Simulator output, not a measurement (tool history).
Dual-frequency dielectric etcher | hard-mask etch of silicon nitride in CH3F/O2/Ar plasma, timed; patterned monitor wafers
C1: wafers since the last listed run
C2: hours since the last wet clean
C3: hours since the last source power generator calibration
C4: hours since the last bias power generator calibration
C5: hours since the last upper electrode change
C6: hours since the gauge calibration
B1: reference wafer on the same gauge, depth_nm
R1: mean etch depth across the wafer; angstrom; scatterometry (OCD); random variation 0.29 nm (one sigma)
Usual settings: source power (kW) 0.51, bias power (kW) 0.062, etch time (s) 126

run 1 hour=0 | source_power_(kW)=0.51 bias_power_(kW)=0.062 etch_time_(s)=146 | C1=0 C2=337.8 C3=1433.3 C4=2956.9 C5=3289.8 C6=1238 | B1=91 | R1=1095
run 2 hour=60 | source_power_(kW)=0.51 bias_power_(kW)=0.062 etch_time_(s)=126 | C1=587 C2=397.8 C3=1493.3 C4=3016.9 C5=3349.8 C6=1298 | B1=91 | R1=943
run 3 hour=117.6 | source_power_(kW)=0.51 bias_power_(kW)=0.062 etch_time_(s)=126 | C1=563 C2=455.4 C3=1550.9 C4=3074.5 C5=3407.4 C6=1355.6 | B1=91 | R1=947
run 4 hour=160.8 | source_power_(kW)=0.51 bias_power_(kW)=0.062 etch_time_(s)=142.5 | C1=422 C2=498.6 C3=1594.1 C4=3117.7 C5=3450.6 C6=1398.8 | B1=91.1 | R1=1063
run 5 hour=204.8 | source_power_(kW)=0.51 bias_power_(kW)=0.062 etch_time_(s)=142.5 | C1=430 C2=542.6 C3=1638.1 C4=3161.7 C5=3494.6 C6=1442.8 | B1=91 | R1=1068
run 6 hour=243.9 | source_power_(kW)=0.58 bias_power_(kW)=0.062 etch_time_(s)=126 | C1=382 C2=581.7 C3=1677.2 C4=3200.8 C5=3533.7 C6=1481.9 | B1=91 | R1=1012
-- hour=273.6 wet clean of the chamber
run 7 hour=317.1 | source_power_(kW)=0.58 bias_power_(kW)=0.062 etch_time_(s)=126 | C1=481 C2=43.5 C3=1750.4 C4=3274 C5=3606.9 C6=1555.1 | B1=91.1 | R1=1007
run 8 hour=360.1 | source_power_(kW)=0.51 bias_power_(kW)=0.068 etch_time_(s)=97 | C1=420 C2=86.5 C3=1793.4 C4=3317 C5=3649.9 C6=1598.1 | B1=91 | R1=751
-- hour=399.6 source power generator calibrated
run 9 hour=409.4 | source_power_(kW)=0.51 bias_power_(kW)=0.062 etch_time_(s)=126 | C1=443 C2=135.8 C3=9.8 C4=3366.3 C5=3699.2 C6=1647.4 | B1=90.9 | R1=945
run 10 hour=498.7 | source_power_(kW)=0.51 bias_power_(kW)=0.062 etch_time_(s)=126 | C1=873 C2=225.1 C3=99.1 C4=3455.6 C5=3788.5 C6=1736.7 | B1=91 | R1=944
run 11 hour=604.9 | source_power_(kW)=0.51 bias_power_(kW)=0.062 etch_time_(s)=126 | C1=1039 C2=331.3 C3=205.3 C4=3561.8 C5=3894.7 C6=1842.9 | B1=90.9 | R1=945
run 12 hour=664.5 | source_power_(kW)=0.51 bias_power_(kW)=0.062 etch_time_(s)=126 | C1=583 C2=390.9 C3=264.9 C4=3621.4 C5=3954.3 C6=1902.5 | B1=91.1 | R1=949
run 13 hour=730.2 | source_power_(kW)=0.43 bias_power_(kW)=0.076 etch_time_(s)=126 | C1=642 C2=456.6 C3=330.6 C4=3687.1 C5=4020 C6=1968.2 | B1=91 | R1=921
-- hour=769.5 wet clean of the chamber
run 14 hour=800.7 | source_power_(kW)=0.51 bias_power_(kW)=0.062 etch_time_(s)=126 | C1=455 C2=31.2 C3=401.1 C4=3757.6 C5=4090.5 C6=2038.7 | B1=91 | R1=947
run 15 hour=864.4 | source_power_(kW)=0.56 bias_power_(kW)=0.062 etch_time_(s)=152.5 | C1=623 C2=94.9 C3=464.8 C4=3821.3 C5=4154.2 C6=2102.4 | B1=91 | R1=1201
run 16 hour=965.2 | source_power_(kW)=0.54 bias_power_(kW)=0.062 etch_time_(s)=148.5 | C1=986 C2=195.7 C3=565.6 C4=3922.1 C5=4255 C6=2203.2 | B1=91 | R1=1154
-- hour=1055.1 upper electrode replaced
run 17 hour=1055.6 | source_power_(kW)=0.51 bias_power_(kW)=0.062 etch_time_(s)=95.5 | C1=649 C2=286.1 C3=656 C4=4012.5 C5=0.5 C6=2293.6 | B1=90.9 | R1=716
-- hour=1106.1 gauge calibrated
run 18 hour=1156.9 | source_power_(kW)=0.51 bias_power_(kW)=0.056 etch_time_(s)=146.5 | C1=991 C2=387.4 C3=757.3 C4=4113.8 C5=101.8 C6=50.8 | B1=91 | R1=1067
run 19 hour=1270.5 | source_power_(kW)=0.51 bias_power_(kW)=0.062 etch_time_(s)=126 | C1=1111 C2=501 C3=870.9 C4=4227.4 C5=215.4 C6=164.4 | B1=91.1 | R1=942
-- hour=1344.4 wet clean of the chamber
run 20 hour=1344.9 | source_power_(kW)=0.6 bias_power_(kW)=0.067 etch_time_(s)=109 | C1=493 C2=0.5 C3=945.3 C4=4301.8 C5=289.8 C6=238.8 | B1=90.9 | R1=910
run 21 hour=1408.2 | source_power_(kW)=0.62 bias_power_(kW)=0.053 etch_time_(s)=90.5 | C1=619 C2=63.8 C3=1008.6 C4=4365.1 C5=353.1 C6=302.1 | B1=91 | R1=718
-- hour=1433.3 bias power generator calibrated
run 22 hour=1461.6 | source_power_(kW)=0.57 bias_power_(kW)=0.052 etch_time_(s)=126 | C1=483 C2=117.2 C3=1062 C4=28.3 C5=406.5 C6=355.5 | B1=91 | R1=945
run 23 hour=1744.7 | source_power_(kW)=0.39 bias_power_(kW)=0.062 etch_time_(s)=126 | C1=2770 C2=400.3 C3=1345.1 C4=311.4 C5=689.6 C6=638.6 | B1=90.9 | R1=802
run 24 hour=1845.3 | source_power_(kW)=0.51 bias_power_(kW)=0.062 etch_time_(s)=126 | C1=984 C2=500.9 C3=1445.7 C4=412 C5=790.2 C6=739.2 | B1=91 | R1=933
-- hour=1960.2 source power generator calibrated
-- hour=1965.1 wet clean of the chamber
run 25 hour=1975.5 | source_power_(kW)=0.63 bias_power_(kW)=0.062 etch_time_(s)=97.5 | C1=1186 C2=10.4 C3=15.3 C4=542.2 C5=920.4 C6=869.4 | B1=90.9 | R1=807
-- hour=2053 bias power generator calibrated, repeated, since the last time left the tool worse
run 26 hour=2066.8 | source_power_(kW)=0.51 bias_power_(kW)=0.062 etch_time_(s)=126 | C1=854 C2=101.7 C3=106.6 C4=13.8 C5=1011.7 C6=960.7 | B1=91 | R1=957

Forecast run 27:
run 27 hour=2103.3 | source_power_(kW)=0.51 bias_power_(kW)=0.062 etch_time_(s)=126 | C1=357 C2=138.2 C3=143.1 C4=50.3 C5=1048.2 C6=997.2 | B1=? | R1=?

{"run 27": {"B1": 90.9, "R1": 954}}
Without the tool's hidden state the same run would have given R1 954 angstrom.
